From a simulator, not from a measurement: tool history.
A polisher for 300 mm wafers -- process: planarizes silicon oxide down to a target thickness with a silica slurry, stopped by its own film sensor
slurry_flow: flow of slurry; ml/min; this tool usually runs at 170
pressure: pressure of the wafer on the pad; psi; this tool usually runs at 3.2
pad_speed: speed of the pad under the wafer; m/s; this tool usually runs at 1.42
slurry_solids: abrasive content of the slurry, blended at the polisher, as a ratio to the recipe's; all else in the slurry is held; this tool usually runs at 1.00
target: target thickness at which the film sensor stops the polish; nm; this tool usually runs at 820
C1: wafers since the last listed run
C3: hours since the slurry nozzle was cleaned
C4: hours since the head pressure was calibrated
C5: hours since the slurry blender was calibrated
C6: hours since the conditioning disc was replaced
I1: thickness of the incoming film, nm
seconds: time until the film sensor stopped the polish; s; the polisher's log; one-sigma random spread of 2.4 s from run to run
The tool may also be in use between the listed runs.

{"run": 1, "hour": 0.0, "slurry_flow": 150, "pressure": 3.2, "pad_speed": 1.42, "slurry_solids": 1.0, "target": 820, "C1": 0, "wafers polished on this pad": 259, "C3": 478.9, "C4": 332.9, "C5": 97.4, "C6": 227.0, "I1": 1235.7, "seconds": 151.5}
{"run": 2, "hour": 45.3, "slurry_flow": 150, "pressure": 3.2, "pad_speed": 1.42, "slurry_solids": 1.0, "target": 820, "C1": 440, "wafers polished on this pad": 699, "C3": 524.2, "C4": 378.2, "C5": 142.7, "C6": 272.3, "I1": 1254.2, "seconds": 157.7}
{"run": 3, "hour": 87.6, "slurry_flow": 170, "pressure": 3.2, "pad_speed": 1.42, "slurry_solids": 1.0, "target": 820, "C1": 410, "wafers polished on this pad": 1110, "C3": 566.5, "C4": 420.5, "C5": 185.0, "C6": 314.6, "I1": 1252.0, "seconds": 153.9}
{"hour": 105.8, "done": "worn pad replaced by a new one"}
{"run": 4, "hour": 120.3, "slurry_flow": 170, "pressure": 3.2, "pad_speed": 1.42, "slurry_solids": 1.0, "target": 820, "C1": 278, "wafers polished on this pad": 141, "C3": 599.2, "C4": 453.2, "C5": 217.7, "C6": 347.3, "I1": 1249.9, "seconds": 155.7}
{"run": 5, "hour": 173.9, "slurry_flow": 170, "pressure": 3.2, "pad_speed": 1.42, "slurry_solids": 0.75, "target": 820, "C1": 520, "wafers polished on this pad": 661, "C3": 652.8, "C4": 506.8, "C5": 271.3, "C6": 400.9, "I1": 1264.0, "seconds": 192.2}
{"run": 6, "hour": 215.4, "slurry_flow": 170, "pressure": 3.2, "pad_speed": 1.42, "slurry_solids": 0.75, "target": 820, "C1": 403, "wafers polished on this pad": 1065, "C3": 694.3, "C4": 548.3, "C5": 312.8, "C6": 442.4, "I1": 1250.8, "seconds": 187.7}
{"hour": 233.9, "done": "worn pad replaced by a new one"}
{"hour": 240.9, "done": "slurry blender recalibrated"}
{"run": 7, "hour": 246.7, "slurry_flow": 170, "pressure": 3.2, "pad_speed": 1.42, "slurry_solids": 0.75, "target": 820, "C1": 245, "wafers polished on this pad": 104, "C3": 725.6, "C4": 579.6, "C5": 5.8, "C6": 473.7, "I1": 1263.1, "seconds": 176.1}
{"hour": 251.3, "done": "conditioning disc replaced and pad reconditioned"}
{"run": 8, "hour": 300.3, "slurry_flow": 170, "pressure": 3.2, "pad_speed": 1.42, "slurry_solids": 1.0, "target": 820, "C1": 501, "wafers polished on this pad": 606, "C3": 779.2, "C4": 633.2, "C5": 59.4, "C6": 49.0, "I1": 1251.2, "seconds": 149.0}
{"run": 9, "hour": 359.0, "slurry_flow": 210, "pressure": 3.2, "pad_speed": 1.42, "slurry_solids": 1.0, "target": 820, "C1": 570, "wafers polished on this pad": 1176, "C3": 837.9, "C4": 691.9, "C5": 118.1, "C6": 107.7, "I1": 1235.8, "seconds": 142.1}

Forecast run 10:
{"hour": 375.9, "done": "worn pad replaced by a new one"}
{"run": 10, "hour": 409.1, "slurry_flow": 170, "pressure": 3.2, "pad_speed": 1.42, "slurry_solids": 1.15, "target": 961, "C1": 447, "wafers polished on this pad": 322, "C3": 888.0, "C4": 742.0, "C5": 168.2, "C6": 157.8, "I1": 1264.2, "seconds": "?"}

{"run 10": {"seconds": 99.5}}
Had the tool carried no hidden state, the very same run would have given seconds 84.9 s.
